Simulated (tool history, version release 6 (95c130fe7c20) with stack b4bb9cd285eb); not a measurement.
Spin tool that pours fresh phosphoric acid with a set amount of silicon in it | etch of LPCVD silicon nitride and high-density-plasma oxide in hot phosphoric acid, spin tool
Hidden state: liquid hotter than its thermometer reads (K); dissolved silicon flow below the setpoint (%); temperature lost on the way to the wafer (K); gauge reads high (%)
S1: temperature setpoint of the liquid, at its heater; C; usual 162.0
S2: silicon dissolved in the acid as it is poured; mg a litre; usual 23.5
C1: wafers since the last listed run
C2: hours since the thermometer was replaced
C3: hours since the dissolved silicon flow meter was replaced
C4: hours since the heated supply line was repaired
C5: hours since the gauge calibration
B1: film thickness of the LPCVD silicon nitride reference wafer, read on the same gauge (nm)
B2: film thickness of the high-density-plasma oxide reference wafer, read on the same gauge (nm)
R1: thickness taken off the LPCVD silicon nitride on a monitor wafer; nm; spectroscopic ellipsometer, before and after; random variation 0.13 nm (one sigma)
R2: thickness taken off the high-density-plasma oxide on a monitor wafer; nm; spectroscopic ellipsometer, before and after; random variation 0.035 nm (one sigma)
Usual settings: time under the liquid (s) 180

run 1 day=0.000 | S1=162.0 S2=23.5 time_under_the_liquid_(s)=180 | C1=0 C2=1711.3 C3=1763.9 C4=1809.9 C5=401.1 | B1=129.99 B2=130.017 | R1=17.68 R2=0.626
run 2 day=2.433 | S1=162.0 S2=13.0 time_under_the_liquid_(s)=180 | C1=305 C2=1769.7 C3=1822.3 C4=1868.3 C5=459.5 | B1=130.04 B2=130.014 | R1=17.80 R2=0.667
run 3 day=3.704 | S1=162.0 S2=13.0 time_under_the_liquid_(s)=180 | C1=159 C2=1800.2 C3=1852.8 C4=1898.8 C5=490.0 | B1=130.03 B2=129.990 | R1=17.82 R2=0.849
run 4 day=6.112 | S1=162.0 S2=23.5 time_under_the_liquid_(s)=155 | C1=302 C2=1858.0 C3=1910.6 C4=1956.6 C5=547.8 | B1=130.04 B2=129.987 | R1=15.25 R2=0.480
-- day=6.825 dissolved silicon flow meter replaced
run 5 day=8.475 | S1=162.0 S2=23.5 time_under_the_liquid_(s)=155 | C1=291 C2=1914.7 C3=39.6 C4=2013.3 C5=604.5 | B1=130.01 B2=130.001 | R1=15.44 R2=0.570
run 6 day=10.221 | S1=162.0 S2=23.5 time_under_the_liquid_(s)=155 | C1=219 C2=1956.6 C3=81.5 C4=2055.2 C5=646.4 | B1=129.98 B2=130.022 | R1=15.48 R2=0.535
run 7 day=12.917 | S1=162.0 S2=23.5 time_under_the_liquid_(s)=180 | C1=338 C2=2021.3 C3=146.2 C4=2119.9 C5=711.1 | B1=130.04 B2=130.032 | R1=17.95 R2=0.611
-- day=13.854 thermometer replaced
run 8 day=15.388 | S1=165.0 S2=42.0 time_under_the_liquid_(s)=180 | C1=304 C2=36.8 C3=205.5 C4=2179.2 C5=770.4 | B1=130.05 B2=129.993 | R1=18.32 R2=0.244
run 9 day=18.333 | S1=159.5 S2=31.0 time_under_the_liquid_(s)=180 | C1=369 C2=107.5 C3=276.2 C4=2249.9 C5=841.1 | B1=129.97 B2=130.002 | R1=15.47 R2=0.346
run 10 day=20.583 | S1=162.0 S2=32.0 time_under_the_liquid_(s)=180 | C1=282 C2=161.5 C3=330.2 C4=2303.9 C5=895.1 | B1=129.99 B2=130.021 | R1=17.10 R2=0.417
run 11 day=21.688 | S1=162.0 S2=9.5 time_under_the_liquid_(s)=180 | C1=138 C2=188.0 C3=356.7 C4=2330.4 C5=921.6 | B1=130.03 B2=129.997 | R1=16.92 R2=0.769
run 12 day=24.150 | S1=163.5 S2=41.5 time_under_the_liquid_(s)=90 | C1=309 C2=247.1 C3=415.8 C4=2389.5 C5=980.7 | B1=130.01 B2=130.002 | R1=8.91 R2=0.134
run 13 day=26.346 | S1=165.0 S2=23.5 time_under_the_liquid_(s)=225 | C1=275 C2=299.8 C3=468.5 C4=2442.2 C5=1033.4 | B1=130.02 B2=130.017 | R1=23.15 R2=0.805
-- day=26.867 heated supply line repaired
-- day=27.729 gauge calibrated
run 14 day=29.046 | S1=163.5 S2=42.0 time_under_the_liquid_(s)=180 | C1=333 C2=364.6 C3=533.3 C4=52.3 C5=31.6 | B1=130.01 B2=130.011 | R1=17.97 R2=0.255
run 15 day=31.292 | S1=162.0 S2=23.5 time_under_the_liquid_(s)=180 | C1=281 C2=418.5 C3=587.2 C4=106.2 C5=85.5 | B1=130.00 B2=130.022 | R1=17.01 R2=0.562
run 16 day=32.688 | S1=165.0 S2=23.5 time_under_the_liquid_(s)=110 | C1=175 C2=452.0 C3=620.7 C4=139.7 C5=119.0 | B1=130.02 B2=130.014 | R1=11.61 R2=0.398
run 17 day=33.900 | S1=163.5 S2=9.5 time_under_the_liquid_(s)=180 | C1=152 C2=481.1 C3=649.8 C4=168.8 C5=148.1 | B1=129.99 B2=129.999 | R1=18.07 R2=0.884
run 18 day=37.346 | S1=160.0 S2=15.5 time_under_the_liquid_(s)=125 | C1=432 C2=563.8 C3=732.5 C4=251.5 C5=230.8 | B1=130.05 B2=129.996 | R1=11.12 R2=0.406
run 19 day=38.483 | S1=159.5 S2=23.5 time_under_the_liquid_(s)=180 | C1=142 C2=591.1 C3=759.8 C4=278.8 C5=258.1 | B1=129.96 B2=130.024 | R1=15.78 R2=0.451
run 20 day=40.375 | S1=163.5 S2=42.0 time_under_the_liquid_(s)=180 | C1=237 C2=636.5 C3=805.2 C4=324.2 C5=303.5 | B1=129.99 B2=129.994 | R1=17.98 R2=0.244
run 21 day=41.821 | S1=162.0 S2=23.5 time_under_the_liquid_(s)=180 | C1=181 C2=671.2 C3=839.9 C4=358.9 C5=338.2 | B1=130.01 B2=129.984 | R1=17.17 R2=0.577

4 ways to go on from here, each from the tool as it stands after run 21. What would each give?
run A day=41.842 | S1=162.0 S2=17.0 time_under_the_liquid_(s)=180 | C1=2 C2=671.7 C3=840.4 C4=359.4 C5=338.7 | B1=? B2=? | R1=? R2=?
run B day=41.842 | S1=164.0 S2=32.0 time_under_the_liquid_(s)=235 | C1=2 C2=671.7 C3=840.4 C4=359.4 C5=338.7 | B1=? B2=? | R1=? R2=?
run C day=41.842 | S1=159.5 S2=36.0 time_under_the_liquid_(s)=120 | C1=2 C2=671.7 C3=840.4 C4=359.4 C5=338.7 | B1=? B2=? | R1=? R2=?
run D day=41.842 | S1=162.0 S2=23.5 time_under_the_liquid_(s)=225 | C1=2 C2=671.7 C3=840.4 C4=359.4 C5=338.7 | B1=? B2=? | R1=? R2=?

run=A B1=130.00 B2=130.007 R1=17.49 R2=0.597
run=B B1=130.00 B2=130.007 R1=24.39 R2=0.546
run=C B1=130.00 B2=130.007 R1=10.73 R2=0.166
run=D B1=130.00 B2=130.007 R1=21.86 R2=0.619
Without the tool's hidden state the same runs would have given:
run=A R1=17.00 R2=0.561
run=B R1=23.72 R2=0.513
run=C R1=10.43 R2=0.155
run=D R1=21.25 R2=0.581
